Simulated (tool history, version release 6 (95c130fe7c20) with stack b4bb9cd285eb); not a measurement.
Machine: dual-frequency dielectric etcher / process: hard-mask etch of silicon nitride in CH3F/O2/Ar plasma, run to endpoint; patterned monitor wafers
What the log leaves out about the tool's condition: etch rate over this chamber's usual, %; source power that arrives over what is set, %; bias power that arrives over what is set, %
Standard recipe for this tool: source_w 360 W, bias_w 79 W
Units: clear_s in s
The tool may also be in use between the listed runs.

run,day,source_w,bias_w,wafers since the last listed run,hours since the last wet clean,hours since the last source power generator calibration,hours since the last bias power generator calibration,hours since the last upper electrode change,"incoming incoming film thickness, nm",clear_s
1,0.000,360,79,0,37.9,1528.8,2878.2,3814.5,45.51,65.2
2,1.379,360,79,369,71.0,1561.9,2911.3,3847.6,45.81,66.7
3,2.200,360,79,219,90.7,1581.6,2931.0,3867.3,45.77,66.5
4,3.579,360,79,369,123.8,1614.7,2964.1,3900.4,45.72,68.2
5,4.979,360,79,375,157.4,1648.3,2997.7,3934.0,45.43,67.1
6,5.958,360,79,262,180.9,1671.8,3021.2,3957.5,45.95,67.0
7,6.921,360,79,257,204.0,1694.9,3044.3,3980.6,45.07,66.4
8,8.021,360,79,294,230.4,1721.3,3070.7,4007.0,45.68,68.5
9,9.133,360,79,298,257.1,1748.0,3097.4,4033.7,45.60,67.4
10,10.192,360,79,283,282.5,1773.4,3122.8,4059.1,45.64,68.2
11,11.250,360,79,283,307.9,1798.8,3148.2,4084.5,45.17,67.1
12,12.450,360,79,321,336.7,1827.6,3177.0,4113.3,45.76,67.7
13,13.171,360,79,193,354.0,1844.9,3194.3,4130.6,45.59,68.1
# day 13.996: bias power generator calibrated
14,14.238,360,98,241,379.6,1870.5,5.8,4156.2,45.81,63.4
15,15.483,360,79,333,409.5,1900.4,35.7,4186.1,45.74,67.9
16,16.367,410,66,236,430.7,1921.6,56.9,4207.3,45.56,68.5
# day 18.292: wet clean of the chamber
# day 18.388: source power generator calibrated
17,18.408,410,79,253,2.8,0.5,105.9,4256.3,45.22,62.0
18,18.567,360,79,42,6.6,4.3,109.7,4260.1,44.90,63.4
19,19.967,270,89,375,40.2,37.9,143.3,4293.7,45.79,71.2
20,21.425,330,96,390,75.2,72.9,178.3,4328.7,45.48,63.6
# day 23.908: upper electrode replaced
21,25.138,330,95,726,164.3,162.0,267.4,29.5,45.87,64.6
22,26.446,360,79,350,195.7,193.4,298.8,60.9,45.52,66.7
23,27.467,290,96,273,220.2,217.9,323.3,85.4,45.70,68.3
24,29.600,360,98,571,271.4,269.1,374.5,136.6,45.97,61.6
25,30.154,400,70,148,284.7,282.4,387.8,149.9,45.29,65.7
26,30.850,360,79,186,301.4,299.1,404.5,166.6,45.62,67.5

Predict each of these 4 candidate next runs independently; none follows another, all start after run 26:
A,30.867,360,79,4,301.8,299.5,404.9,167.0,45.92,?
B,30.867,360,92,4,301.8,299.5,404.9,167.0,45.92,?
C,30.867,390,91,4,301.8,299.5,404.9,167.0,45.92,?
D,30.867,320,69,4,301.8,299.5,404.9,167.0,45.92,?

run,clear_s
A,67.2
B,63.7
C,61.9
D,73.9
What these runs would have given with no unlogged condition in the tool:
run,clear_s
A,65.2
B,61.8
C,60.1
D,71.7

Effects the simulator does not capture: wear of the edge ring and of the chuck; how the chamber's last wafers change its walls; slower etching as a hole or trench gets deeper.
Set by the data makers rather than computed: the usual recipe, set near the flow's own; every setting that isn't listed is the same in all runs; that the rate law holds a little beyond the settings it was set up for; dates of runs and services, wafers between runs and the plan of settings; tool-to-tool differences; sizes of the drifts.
